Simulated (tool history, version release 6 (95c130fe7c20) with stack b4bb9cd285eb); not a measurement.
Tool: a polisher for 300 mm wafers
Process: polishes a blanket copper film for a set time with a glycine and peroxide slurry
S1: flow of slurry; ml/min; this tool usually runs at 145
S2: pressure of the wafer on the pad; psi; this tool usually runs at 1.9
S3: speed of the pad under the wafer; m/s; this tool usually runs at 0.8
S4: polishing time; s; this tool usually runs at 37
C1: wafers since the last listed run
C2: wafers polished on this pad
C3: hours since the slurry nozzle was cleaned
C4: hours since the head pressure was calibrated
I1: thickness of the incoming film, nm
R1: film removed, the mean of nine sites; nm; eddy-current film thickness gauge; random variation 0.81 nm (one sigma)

{"run": 1, "hour": 0.0, "S1": 145, "S2": 1.9, "S3": 0.8, "S4": 37, "C1": 0, "C2": 1564, "C3": 91.4, "C4": 249, "I1": 1774.3, "R1": 115.3}
{"run": 2, "hour": 19.4, "S1": 145, "S2": 1.9, "S3": 0.8, "S4": 37, "C1": 262, "C2": 1827, "C3": 110.8, "C4": 268.4, "I1": 1772.1, "R1": 113.6}
{"run": 3, "hour": 45.8, "S1": 145, "S2": 1.9, "S3": 0.8, "S4": 37, "C1": 357, "C2": 2185, "C3": 137.2, "C4": 294.8, "I1": 1787.4, "R1": 115.1}
{"hour": 65.8, "done": "worn pad replaced by a new one"}
{"run": 4, "hour": 76.8, "S1": 145, "S2": 1.9, "S3": 0.8, "S4": 37, "C1": 365, "C2": 148, "C3": 168.2, "C4": 325.8, "I1": 1811.7, "R1": 115.7}
{"run": 5, "hour": 105.1, "S1": 145, "S2": 1.9, "S3": 0.8, "S4": 37, "C1": 383, "C2": 532, "C3": 196.5, "C4": 354.1, "I1": 1773.1, "R1": 114.6}
{"run": 6, "hour": 126.4, "S1": 145, "S2": 1.9, "S3": 0.92, "S4": 40, "C1": 288, "C2": 821, "C3": 217.8, "C4": 375.4, "I1": 1804, "R1": 137.5}
{"run": 7, "hour": 146.2, "S1": 145, "S2": 1.9, "S3": 0.92, "S4": 40, "C1": 268, "C2": 1089, "C3": 237.6, "C4": 395.2, "I1": 1808.9, "R1": 137.1}
{"run": 8, "hour": 167.2, "S1": 145, "S2": 1.9, "S3": 0.8, "S4": 37, "C1": 284, "C2": 1374, "C3": 258.6, "C4": 416.2, "I1": 1755.5, "R1": 113.4}
{"run": 9, "hour": 181.2, "S1": 145, "S2": 1.9, "S3": 0.8, "S4": 37, "C1": 189, "C2": 1563, "C3": 272.6, "C4": 430.2, "I1": 1767, "R1": 112.6}
{"run": 10, "hour": 201.0, "S1": 145, "S2": 1.9, "S3": 0.8, "S4": 37, "C1": 268, "C2": 1832, "C3": 292.4, "C4": 450, "I1": 1761.3, "R1": 114.3}
{"run": 11, "hour": 224.2, "S1": 145, "S2": 1.9, "S3": 0.62, "S4": 37, "C1": 314, "C2": 2146, "C3": 315.6, "C4": 473.2, "I1": 1794.8, "R1": 96}
{"run": 12, "hour": 245.4, "S1": 145, "S2": 1.9, "S3": 0.62, "S4": 37, "C1": 287, "C2": 2433, "C3": 336.8, "C4": 494.4, "I1": 1789.8, "R1": 95.2}
{"run": 13, "hour": 269.2, "S1": 145, "S2": 1.9, "S3": 0.8, "S4": 37, "C1": 322, "C2": 2756, "C3": 360.6, "C4": 518.2, "I1": 1760.9, "R1": 112.4}
{"hour": 279.2, "done": "worn pad replaced by a new one"}
{"run": 14, "hour": 283.4, "S1": 145, "S2": 1.9, "S3": 0.8, "S4": 37, "C1": 138, "C2": 56, "C3": 374.8, "C4": 532.4, "I1": 1766.5, "R1": 111.8}
{"run": 15, "hour": 304.5, "S1": 145, "S2": 1.9, "S3": 0.8, "S4": 37, "C1": 285, "C2": 342, "C3": 395.9, "C4": 553.5, "I1": 1776.5, "R1": 112}
{"run": 16, "hour": 323.3, "S1": 145, "S2": 1.9, "S3": 0.8, "S4": 37, "C1": 254, "C2": 597, "C3": 414.7, "C4": 572.3, "I1": 1772.1, "R1": 111.5}
{"run": 17, "hour": 335.8, "S1": 145, "S2": 1.9, "S3": 0.8, "S4": 37, "C1": 169, "C2": 766, "C3": 427.2, "C4": 584.8, "I1": 1769, "R1": 111.4}
{"hour": 397.5, "done": "head pressure recalibrated"}
{"run": 18, "hour": 407.3, "S1": 145, "S2": 1.9, "S3": 0.8, "S4": 37, "C1": 941, "C2": 1708, "C3": 498.7, "C4": 9.8, "I1": 1776.2, "R1": 114.9}
{"run": 19, "hour": 442.5, "S1": 170, "S2": 1.9, "S3": 0.8, "S4": 37, "C1": 477, "C2": 2185, "C3": 533.9, "C4": 45, "I1": 1804.5, "R1": 120.6}
{"run": 20, "hour": 472.1, "S1": 100, "S2": 1.2, "S3": 0.8, "S4": 42, "C1": 401, "C2": 2587, "C3": 563.5, "C4": 74.6, "I1": 1805.3, "R1": 94.1}
{"run": 21, "hour": 496.4, "S1": 145, "S2": 1.2, "S3": 0.8, "S4": 37, "C1": 329, "C2": 2916, "C3": 587.8, "C4": 98.9, "I1": 1779.2, "R1": 89.3}
{"hour": 510.2, "done": "worn pad replaced by a new one"}
{"run": 22, "hour": 510.7, "S1": 110, "S2": 1.9, "S3": 1.02, "S4": 37, "C1": 139, "C2": 6, "C3": 602.1, "C4": 113.2, "I1": 1757.1, "R1": 129.3}
{"run": 23, "hour": 538.7, "S1": 185, "S2": 1.9, "S3": 1.02, "S4": 37, "C1": 379, "C2": 385, "C3": 630.1, "C4": 141.2, "I1": 1776.1, "R1": 143.9}
{"run": 24, "hour": 552.0, "S1": 145, "S2": 2.5, "S3": 0.8, "S4": 37, "C1": 180, "C2": 566, "C3": 643.4, "C4": 154.5, "I1": 1779.4, "R1": 136.8}
{"run": 25, "hour": 581.1, "S1": 145, "S2": 1.6, "S3": 0.72, "S4": 37, "C1": 394, "C2": 960, "C3": 672.5, "C4": 183.6, "I1": 1770.2, "R1": 96.4}
{"run": 26, "hour": 610.0, "S1": 95, "S2": 1.9, "S3": 0.8, "S4": 47, "C1": 391, "C2": 1352, "C3": 701.4, "C4": 212.5, "I1": 1772.2, "R1": 131.6}
{"run": 27, "hour": 623.5, "S1": 115, "S2": 2.2, "S3": 0.58, "S4": 30, "C1": 182, "C2": 1535, "C3": 714.9, "C4": 226, "I1": 1782.1, "R1": 77.1}
{"run": 28, "hour": 652.5, "S1": 145, "S2": 1.4, "S3": 1.08, "S4": 29, "C1": 393, "C2": 1928, "C3": 743.9, "C4": 255, "I1": 1768, "R1": 94.6}
{"hour": 659.5, "done": "slurry nozzle cleaned"}
{"run": 29, "hour": 680.1, "S1": 125, "S2": 1.4, "S3": 0.88, "S4": 26, "C1": 360, "C2": 2288, "C3": 20.6, "C4": 282.6, "I1": 1811.8, "R1": 70.3}
{"run": 30, "hour": 715.1, "S1": 145, "S2": 1.9, "S3": 0.8, "S4": 37, "C1": 474, "C2": 2763, "C3": 55.6, "C4": 317.6, "I1": 1791.2, "R1": 114}
{"hour": 724.9, "done": "worn pad replaced by a new one"}
{"run": 31, "hour": 739.8, "S1": 110, "S2": 1.9, "S3": 0.8, "S4": 37, "C1": 280, "C2": 201, "C3": 80.3, "C4": 342.3, "I1": 1789.7, "R1": 107.7}
{"run": 32, "hour": 768.1, "S1": 145, "S2": 1.2, "S3": 0.8, "S4": 37, "C1": 383, "C2": 584, "C3": 108.6, "C4": 370.6, "I1": 1752.2, "R1": 89.6}
{"run": 33, "hour": 781.5, "S1": 145, "S2": 1.9, "S3": 0.8, "S4": 37, "C1": 181, "C2": 766, "C3": 122, "C4": 384, "I1": 1747, "R1": 113.7}
{"run": 34, "hour": 798.7, "S1": 185, "S2": 1.9, "S3": 0.8, "S4": 37, "C1": 233, "C2": 999, "C3": 139.2, "C4": 401.2, "I1": 1781.7, "R1": 117.9}
{"run": 35, "hour": 832.7, "S1": 190, "S2": 1.9, "S3": 0.8, "S4": 49, "C1": 460, "C2": 1460, "C3": 173.2, "C4": 435.2, "I1": 1775.1, "R1": 156.1}
{"run": 36, "hour": 863.8, "S1": 145, "S2": 1.9, "S3": 0.68, "S4": 48, "C1": 421, "C2": 1881, "C3": 204.3, "C4": 466.3, "I1": 1791.5, "R1": 130.5}
{"run": 37, "hour": 896.6, "S1": 145, "S2": 1.3, "S3": 0.8, "S4": 37, "C1": 444, "C2": 2326, "C3": 237.1, "C4": 499.1, "I1": 1775.2, "R1": 91.3}

Each row is a separate what-if for the run after 37, all from the same tool condition, not one after another. Results?
{"run": "A", "hour": 897.0, "S1": 145, "S2": 1.9, "S3": 0.8, "S4": 37, "C1": 5, "C2": 2331, "C3": 237.5, "C4": 499.5, "I1": 1789.5, "R1": "?"}
{"run": "B", "hour": 897.0, "S1": 120, "S2": 2.1, "S3": 1.02, "S4": 30, "C1": 5, "C2": 2331, "C3": 237.5, "C4": 499.5, "I1": 1789.5, "R1": "?"}
{"run": "C", "hour": 897.0, "S1": 145, "S2": 2.2, "S3": 0.8, "S4": 37, "C1": 5, "C2": 2331, "C3": 237.5, "C4": 499.5, "I1": 1789.5, "R1": "?"}
{"run": "D", "hour": 897.0, "S1": 145, "S2": 1.9, "S3": 0.8, "S4": 33, "C1": 5, "C2": 2331, "C3": 237.5, "C4": 499.5, "I1": 1789.5, "R1": "?"}

run=A R1=111.1
run=B R1=110.1
run=C R1=121.3
run=D R1=99.1
The same runs, with their run-to-run variation unchanged, on a tool lacking any hidden condition would have given:
run=A R1=114.5
run=B R1=113.7
run=C R1=125.1
run=D R1=102.1
